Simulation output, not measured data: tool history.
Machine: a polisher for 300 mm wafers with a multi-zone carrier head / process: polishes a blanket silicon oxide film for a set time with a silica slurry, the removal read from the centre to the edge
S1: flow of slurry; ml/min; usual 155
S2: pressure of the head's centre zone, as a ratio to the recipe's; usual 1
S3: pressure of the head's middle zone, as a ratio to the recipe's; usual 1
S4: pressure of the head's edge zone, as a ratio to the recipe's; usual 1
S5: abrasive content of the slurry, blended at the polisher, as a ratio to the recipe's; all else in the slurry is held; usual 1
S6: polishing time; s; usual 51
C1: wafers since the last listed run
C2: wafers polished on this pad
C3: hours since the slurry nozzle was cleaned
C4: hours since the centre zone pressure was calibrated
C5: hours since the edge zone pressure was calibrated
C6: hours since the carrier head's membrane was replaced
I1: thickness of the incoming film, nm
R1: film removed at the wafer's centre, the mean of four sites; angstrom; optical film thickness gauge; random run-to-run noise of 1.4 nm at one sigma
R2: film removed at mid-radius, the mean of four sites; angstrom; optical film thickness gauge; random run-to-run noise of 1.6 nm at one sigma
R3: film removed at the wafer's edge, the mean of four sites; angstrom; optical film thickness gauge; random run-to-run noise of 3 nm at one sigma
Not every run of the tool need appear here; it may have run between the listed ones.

Run 1, hour 0: usual settings; C1 0; C2 594; C3 355.4; C4 651.5; C5 780.1; C6 420.7; I1 1452.9. Result: R1 1959 angstrom, R2 1954 angstrom, R3 1972 angstrom.
Run 2, hour 52.4: usual settings; C1 697; C2 1292; C3 407.8; C4 703.9; C5 832.5; C6 473.1; I1 1432.2. Result: R1 1911 angstrom, R2 1875 angstrom, R3 1935 angstrom.
At hour 74.1: worn pad replaced by a new one.
Run 3, hour 141.9: usual settings; C1 1138; C2 902; C3 497.3; C4 793.4; C5 922; C6 562.6; I1 1467.1. Result: R1 1921 angstrom, R2 1900 angstrom, R3 1970 angstrom.
Run 4, hour 167.1: usual settings; C1 335; C2 1238; C3 522.5; C4 818.6; C5 947.2; C6 587.8; I1 1458.2. Result: R1 1902 angstrom, R2 1877 angstrom, R3 1914 angstrom.
Run 5, hour 180.6: usual settings; C1 179; C2 1418; C3 536; C4 832.1; C5 960.7; C6 601.3; I1 1486.5. Result: R1 1870 angstrom, R2 1852 angstrom, R3 1917 angstrom.
Run 6, hour 206.4: usual settings; C1 343; C2 1761; C3 561.8; C4 857.9; C5 986.5; C6 627.1; I1 1455.1. Result: R1 1832 angstrom, R2 1816 angstrom, R3 1881 angstrom.
At hour 224.3: worn pad replaced by a new one.
At hour 281.3: slurry nozzle cleaned.
At hour 291: carrier head's membrane replaced by a new one.
Run 7, hour 311.3: usual settings; C1 1263; C2 1077; C3 30; C4 962.8; C5 1091.4; C6 20.3; I1 1460.9. Result: R1 1933 angstrom, R2 1931 angstrom, R3 1958 angstrom.
At hour 342.6: worn pad replaced by a new one.
Run 8, hour 343.1: usual settings but S1 145 ml/min; C1 370; C2 7; C3 61.8; C4 994.6; C5 1123.2; C6 52.1; I1 1457.5. Result: R1 2028 angstrom, R2 1989 angstrom, R3 2073 angstrom.
Run 9, hour 356.1: usual settings but S1 145 ml/min; C1 173; C2 180; C3 74.8; C4 1007.6; C5 1136.2; C6 65.1; I1 1450.8. Result: R1 1984 angstrom, R2 1972 angstrom, R3 2075 angstrom.
Run 10, hour 376.4: usual settings but S1 145 ml/min; C1 270; C2 450; C3 95.1; C4 1027.9; C5 1156.5; C6 85.4; I1 1466.8. Result: R1 1952 angstrom, R2 1963 angstrom, R3 2042 angstrom.
At hour 399.5: edge zone pressure recalibrated.
At hour 407.6: centre zone pressure recalibrated.
At hour 457.2: worn pad replaced by a new one, of another model than before.
Run 11, hour 472.1: usual settings but S6 64 s; C1 1167; C2 198; C3 190.8; C4 64.5; C5 72.6; C6 181.1; I1 1482.2. Result: R1 2567 angstrom, R2 2493 angstrom, R3 2634 angstrom.
Run 12, hour 504.6: usual settings but S2 0.95, S5 1.15, S6 46 s; C1 432; C2 631; C3 223.3; C4 97; C5 105.1; C6 213.6; I1 1461.8. Result: R1 1770 angstrom, R2 1846 angstrom, R3 1921 angstrom.
Run 13, hour 536.4: usual settings but S1 190 ml/min, S4 0.96; C1 423; C2 1054; C3 255.1; C4 128.8; C5 136.9; C6 245.4; I1 1469.7. Result: R1 2026 angstrom, R2 1971 angstrom, R3 2027 angstrom.
Run 14, hour 561.5: usual settings; C1 334; C2 1388; C3 280.2; C4 153.9; C5 162; C6 270.5; I1 1460.4. Result: R1 1917 angstrom, R2 1872 angstrom, R3 1882 angstrom.
At hour 579.8: worn pad replaced by a new one.
Run 15, hour 580.3: usual settings but S2 0.94; C1 197; C2 6; C3 299; C4 172.7; C5 180.8; C6 289.3; I1 1449.3. Result: R1 1891 angstrom, R2 2034 angstrom, R3 2059 angstrom.
Run 16, hour 596.6: usual settings but S1 145 ml/min; C1 217; C2 223; C3 315.3; C4 189; C5 197.1; C6 305.6; I1 1465.4. Result: R1 1993 angstrom, R2 1962 angstrom, R3 2068 angstrom.
Run 17, hour 611.4: usual settings; C1 197; C2 420; C3 330.1; C4 203.8; C5 211.9; C6 320.4; I1 1464. Result: R1 2017 angstrom, R2 1982 angstrom, R3 2035 angstrom.
Run 18, hour 626.9: usual settings but S2 1.06, S3 0.93, S4 0.9, S6 68 s; C1 206; C2 626; C3 345.6; C4 219.3; C5 227.4; C6 335.9; I1 1464.9. Result: R1 2813 angstrom, R2 2466 angstrom, R3 2504 angstrom.
Run 19, hour 641.8: usual settings but S2 1.09, S3 1.06, S6 60 s; C1 198; C2 824; C3 360.5; C4 234.2; C5 242.3; C6 350.8; I1 1449.8. Result: R1 2518 angstrom, R2 2396 angstrom, R3 2355 angstrom.
Run 20, hour 657.4: usual settings but S4 0.95; C1 207; C2 1032; C3 376.1; C4 249.8; C5 257.9; C6 366.4; I1 1454. Result: R1 1927 angstrom, R2 1902 angstrom, R3 1932 angstrom.

Hidden state or all else? Some run-to-run changes of R1, split into what the settings, what came in and random variation would give without the hidden state, and what is left for the hidden state (with any gauge scatter that isn't in both results):
Hidden state present: removal rate lost through wear of the pad, %; slurry flow missing at the pad, %; deviation of the centre zone's pressure from its setpoint, %; deviation of the edge zone's pressure from its setpoint, %.
Run 7 -> 8: S1 155 -> 145, worn pad replaced by a new one. R1 +95 angstrom: hidden state +107, all else -12.
Run 11 -> 12: S2 1 -> 0.95, S5 1 -> 1.15, S6 64 -> 46. R1 -797 angstrom: hidden state -31, all else -766.
Run 14 -> 15: S2 1 -> 0.94, worn pad replaced by a new one. R1 -26 angstrom: hidden state +130, all else -156.
Run 17 -> 18: S2 1 -> 1.06, S3 1 -> 0.93, S4 1 -> 0.9, S6 51 -> 68. R1 +796 angstrom: hidden state -54, all else +850.

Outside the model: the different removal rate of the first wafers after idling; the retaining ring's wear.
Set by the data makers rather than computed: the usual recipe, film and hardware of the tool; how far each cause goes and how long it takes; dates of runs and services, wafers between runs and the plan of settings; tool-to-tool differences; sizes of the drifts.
